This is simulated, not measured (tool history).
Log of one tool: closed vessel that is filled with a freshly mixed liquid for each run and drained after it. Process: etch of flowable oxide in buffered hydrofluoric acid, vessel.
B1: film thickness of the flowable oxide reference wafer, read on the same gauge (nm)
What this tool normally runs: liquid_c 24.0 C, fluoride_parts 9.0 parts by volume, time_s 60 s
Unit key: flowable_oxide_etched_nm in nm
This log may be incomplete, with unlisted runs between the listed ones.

{"run": 1, "hour": 0.0, "liquid_c": 24.0, "fluoride_parts": 9.0, "time_s": 60, "B1": 140.01, "flowable_oxide_etched_nm": 228.99}
{"run": 2, "hour": 34.1, "liquid_c": 24.0, "fluoride_parts": 9.0, "time_s": 60, "B1": 139.98, "flowable_oxide_etched_nm": 229.15}
{"run": 3, "hour": 85.7, "liquid_c": 24.0, "fluoride_parts": 9.0, "time_s": 60, "B1": 140.01, "flowable_oxide_etched_nm": 227.85}
{"run": 4, "hour": 119.6, "liquid_c": 24.0, "fluoride_parts": 9.0, "time_s": 60, "B1": 140.0, "flowable_oxide_etched_nm": 228.12}
{"run": 5, "hour": 175.4, "liquid_c": 24.0, "fluoride_parts": 9.0, "time_s": 60, "B1": 140.01, "flowable_oxide_etched_nm": 229.03}
{"run": 6, "hour": 214.4, "liquid_c": 24.0, "fluoride_parts": 9.0, "time_s": 60, "B1": 140.01, "flowable_oxide_etched_nm": 227.71}
{"run": 7, "hour": 262.4, "liquid_c": 24.0, "fluoride_parts": 9.0, "time_s": 60, "B1": 140.0, "flowable_oxide_etched_nm": 227.52}
{"run": 8, "hour": 326.8, "liquid_c": 24.0, "fluoride_parts": 9.0, "time_s": 60, "B1": 139.99, "flowable_oxide_etched_nm": 228.0}
{"run": 9, "hour": 395.8, "liquid_c": 19.5, "fluoride_parts": 9.0, "time_s": 80, "B1": 140.01, "flowable_oxide_etched_nm": 235.6}
{"run": 10, "hour": 591.5, "liquid_c": 27.0, "fluoride_parts": 9.0, "time_s": 85, "B1": 140.01, "flowable_oxide_etched_nm": 383.2}
{"run": 11, "hour": 652.4, "liquid_c": 20.0, "fluoride_parts": 6.5, "time_s": 30, "B1": 139.98, "flowable_oxide_etched_nm": 129.3}
{"run": 12, "hour": 690.7, "liquid_c": 27.5, "fluoride_parts": 9.0, "time_s": 60, "B1": 139.98, "flowable_oxide_etched_nm": 276.9}
{"run": 13, "hour": 738.5, "liquid_c": 24.0, "fluoride_parts": 9.0, "time_s": 60, "B1": 139.99, "flowable_oxide_etched_nm": 229.61}
{"run": 14, "hour": 786.8, "liquid_c": 24.0, "fluoride_parts": 9.0, "time_s": 60, "B1": 140.0, "flowable_oxide_etched_nm": 229.42}
{"run": 15, "hour": 822.4, "liquid_c": 24.0, "fluoride_parts": 11.0, "time_s": 90, "B1": 140.0, "flowable_oxide_etched_nm": 292.82}
{"run": 16, "hour": 891.5, "liquid_c": 24.0, "fluoride_parts": 9.0, "time_s": 60, "B1": 140.0, "flowable_oxide_etched_nm": 227.8}
{"run": 17, "hour": 946.1, "liquid_c": 28.0, "fluoride_parts": 7.0, "time_s": 85, "B1": 140.01, "flowable_oxide_etched_nm": 524.29}
{"run": 18, "hour": 996.8, "liquid_c": 24.0, "fluoride_parts": 9.0, "time_s": 60, "B1": 139.99, "flowable_oxide_etched_nm": 228.74}
{"run": 19, "hour": 1027.9, "liquid_c": 24.0, "fluoride_parts": 12.0, "time_s": 80, "B1": 140.01, "flowable_oxide_etched_nm": 237.91}
{"run": 20, "hour": 1079.8, "liquid_c": 24.0, "fluoride_parts": 9.0, "time_s": 60, "B1": 140.0, "flowable_oxide_etched_nm": 230.25}
{"run": 21, "hour": 1146.1, "liquid_c": 22.5, "fluoride_parts": 12.0, "time_s": 90, "B1": 140.0, "flowable_oxide_etched_nm": 250.18}
{"run": 22, "hour": 1208.9, "liquid_c": 24.0, "fluoride_parts": 9.0, "time_s": 45, "B1": 139.98, "flowable_oxide_etched_nm": 171.18}
{"run": 23, "hour": 1270.4, "liquid_c": 20.5, "fluoride_parts": 5.5, "time_s": 60, "B1": 140.02, "flowable_oxide_etched_nm": 305.1}
{"run": 24, "hour": 1323.0, "liquid_c": 24.0, "fluoride_parts": 6.5, "time_s": 90, "B1": 140.0, "flowable_oxide_etched_nm": 480.55}
{"run": 25, "hour": 1367.6, "liquid_c": 24.0, "fluoride_parts": 6.0, "time_s": 60, "B1": 140.01, "flowable_oxide_etched_nm": 344.11}
{"run": 26, "hour": 1423.8, "liquid_c": 24.0, "fluoride_parts": 9.0, "time_s": 60, "B1": 140.0, "flowable_oxide_etched_nm": 228.31}
{"run": 27, "hour": 1467.7, "liquid_c": 22.0, "fluoride_parts": 9.0, "time_s": 60, "B1": 139.98, "flowable_oxide_etched_nm": 203.31}
{"run": 28, "hour": 1499.1, "liquid_c": 24.0, "fluoride_parts": 9.0, "time_s": 60, "B1": 139.99, "flowable_oxide_etched_nm": 228.88}
{"run": 29, "hour": 1559.8, "liquid_c": 26.0, "fluoride_parts": 9.0, "time_s": 60, "B1": 139.99, "flowable_oxide_etched_nm": 257.37}
{"run": 30, "hour": 1605.1, "liquid_c": 24.0, "fluoride_parts": 9.0, "time_s": 60, "B1": 140.0, "flowable_oxide_etched_nm": 230.63}
{"run": 31, "hour": 1654.9, "liquid_c": 28.5, "fluoride_parts": 7.0, "time_s": 70, "B1": 140.02, "flowable_oxide_etched_nm": 447.46}
{"run": 32, "hour": 1705.2, "liquid_c": 24.0, "fluoride_parts": 9.0, "time_s": 60, "B1": 140.0, "flowable_oxide_etched_nm": 230.86}
{"run": 33, "hour": 1731.2, "liquid_c": 24.0, "fluoride_parts": 9.0, "time_s": 60, "B1": 140.0, "flowable_oxide_etched_nm": 230.45}

Not shown: 5 entries that the log had between the listed runs. Between which runs, and how does the tool's hidden state differ before and after?
In the gap between runs 4 and 5: gauge calibrated (hour 157.4)
  liquid colder than its thermometer reads (K): 0.167 -> 0.193
  difference, measured minus the result without the unlogged condition, flowable_oxide_etched_nm: -2.13 -> -2.38 nm
In the gap between runs 9 and 10: thermometer replaced (hour 534.0)
  liquid colder than its thermometer reads (K): 0.297 -> 0.0317
  difference, measured minus the result without the unlogged condition, flowable_oxide_etched_nm: -4.01 -> -0.61 nm
In the gap between runs 13 and 14: hydrofluoric acid flow meter replaced (hour 756.7)
  liquid colder than its thermometer reads (K): 0.101 -> 0.124
  difference, measured minus the result without the unlogged condition, flowable_oxide_etched_nm: -1.26 -> -1.51 nm
In the gap between runs 19 and 20: thermometer replaced (hour 1048.9)
  liquid colder than its thermometer reads (K): 0.237 -> 0.0359
  difference, measured minus the result without the unlogged condition, flowable_oxide_etched_nm: -3.14 -> -0.50 nm
In the gap between runs 28 and 29: thermometer replaced (hour 1545.3)
  liquid colder than its thermometer reads (K): 0.233 -> 0.0353
  difference, measured minus the result without the unlogged condition, flowable_oxide_etched_nm: -2.89 -> -0.55 nm
